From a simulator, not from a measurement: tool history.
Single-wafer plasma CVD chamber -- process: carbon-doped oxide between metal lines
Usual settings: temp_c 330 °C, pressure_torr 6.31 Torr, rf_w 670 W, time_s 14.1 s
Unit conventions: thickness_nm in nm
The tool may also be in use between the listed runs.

| run | hour | temp_c | pressure_torr | rf_w | time_s | read-back reference wafer on the same gauge, thickness_nm | thickness_nm |
|---|---|---|---|---|---|---|---|
| 1 | 0.0 | 330 | 6.31 | 670 | 14.1 | 116.739 | 112.305 |
| 2 | 78.4 | 330 | 6.31 | 670 | 14.1 | 116.765 | 111.832 |
| 3 | 162.1 | 330 | 6.31 | 670 | 14.1 | 116.688 | 111.602 |
| 4 | 254.2 | 330 | 6.31 | 670 | 14.1 | 116.657 | 111.866 |
| 5 | 393.2 | 330 | 6.31 | 670 | 14.1 | 116.864 | 112.122 |
| 6 | 545.4 | 330 | 6.31 | 670 | 14.1 | 117.051 | 112.306 |
| 7 | 643.0 | 330 | 6.31 | 670 | 14.1 | 116.996 | 112.389 |
| 8 | 711.0 | 330 | 6.31 | 670 | 14.1 | 117.124 | 112.779 |
| 9 | 786.4 | 330 | 5.44 | 805 | 14.1 | 117.248 | 123.008 |
|  | 817.1 | showerhead replaced |
| 10 | 827.4 | 330 | 7.57 | 670 | 16.2 | 117.218 | 130.718 |
| 11 | 900.1 | 335 | 5.75 | 670 | 14.1 | 117.182 | 109.330 |
| 12 | 948.4 | 330 | 4.87 | 670 | 11.3 | 117.340 | 87.466 |
|  | 990.6 | RF generator calibrated |
| 13 | 1054.0 | 336 | 6.31 | 670 | 14.1 | 117.321 | 110.868 |
| 14 | 1102.5 | 330 | 6.31 | 670 | 14.1 | 117.346 | 112.472 |
|  | 1147.1 | capacitance manometer re-zeroed and calibrated |
| 15 | 1180.8 | 330 | 6.31 | 670 | 14.1 | 117.442 | 112.885 |
| 16 | 1231.8 | 330 | 5.12 | 545 | 14.1 | 117.466 | 96.437 |
| 17 | 1310.9 | 330 | 6.31 | 670 | 14.1 | 117.457 | 113.137 |
| 18 | 1356.8 | 330 | 6.31 | 735 | 14.1 | 117.537 | 119.621 |
|  | 1408.3 | thermocouple changed; heater temperature recalibrated |
| 19 | 1410.4 | 330 | 6.31 | 670 | 14.1 | 117.646 | 112.834 |
| 20 | 1487.8 | 330 | 6.31 | 670 | 14.1 | 117.797 | 112.604 |
|  | 1523.6 | gauge calibrated |
| 21 | 1531.3 | 330 | 6.31 | 670 | 14.1 | 116.181 | 111.562 |
| 22 | 1590.8 | 336 | 6.31 | 800 | 14.1 | 116.130 | 122.475 |
| 23 | 1689.8 | 330 | 5.77 | 795 | 14.1 | 116.419 | 122.624 |
| 24 | 1758.7 | 343 | 6.31 | 670 | 14.1 | 116.314 | 106.489 |
| 25 | 1854.9 | 330 | 6.31 | 595 | 12.6 | 116.442 | 92.714 |
| 26 | 1962.3 | 330 | 6.86 | 670 | 14.1 | 116.601 | 112.384 |
| 27 | 2018.5 | 330 | 4.81 | 550 | 16.6 | 116.554 | 111.546 |
| 28 | 2124.3 | 330 | 6.31 | 775 | 15.8 | 116.551 | 137.381 |
| 29 | 2204.3 | 330 | 4.93 | 670 | 14.1 | 116.611 | 108.653 |

Pick out some run-to-run changes in thickness_nm. Of each, how much would a tool without hidden state show as well, from the settings, what came in and chance, and how much is left for the hidden state and any gauge scatter not in both results compared?
Unlogged tool condition in this case: wafer temperature above the value expected at the setpoint (K); delivered RF power above the setpoint (%); true pressure above the setpoint (%); gauge reads high (%).
Run 12 -> 13: temp_c 330 -> 336, pressure_torr 4.87 -> 6.31, time_s 11.3 -> 14.1, RF generator calibrated. thickness_nm +23.402 nm: hidden state +0.316, all else +23.086.
Run 20 -> 21: gauge calibrated. thickness_nm -1.042 nm: hidden state -1.342, all else +0.300.
Run 27 -> 28: pressure_torr 4.81 -> 6.31, rf_w 550 -> 775, time_s 16.6 -> 15.8. thickness_nm +25.835 nm: hidden state +0.197, all else +25.638.
Run 28 -> 29: pressure_torr 6.31 -> 4.93, rf_w 775 -> 670, time_s 15.8 -> 14.1. thickness_nm -28.728 nm: hidden state -0.096, all else -28.632.
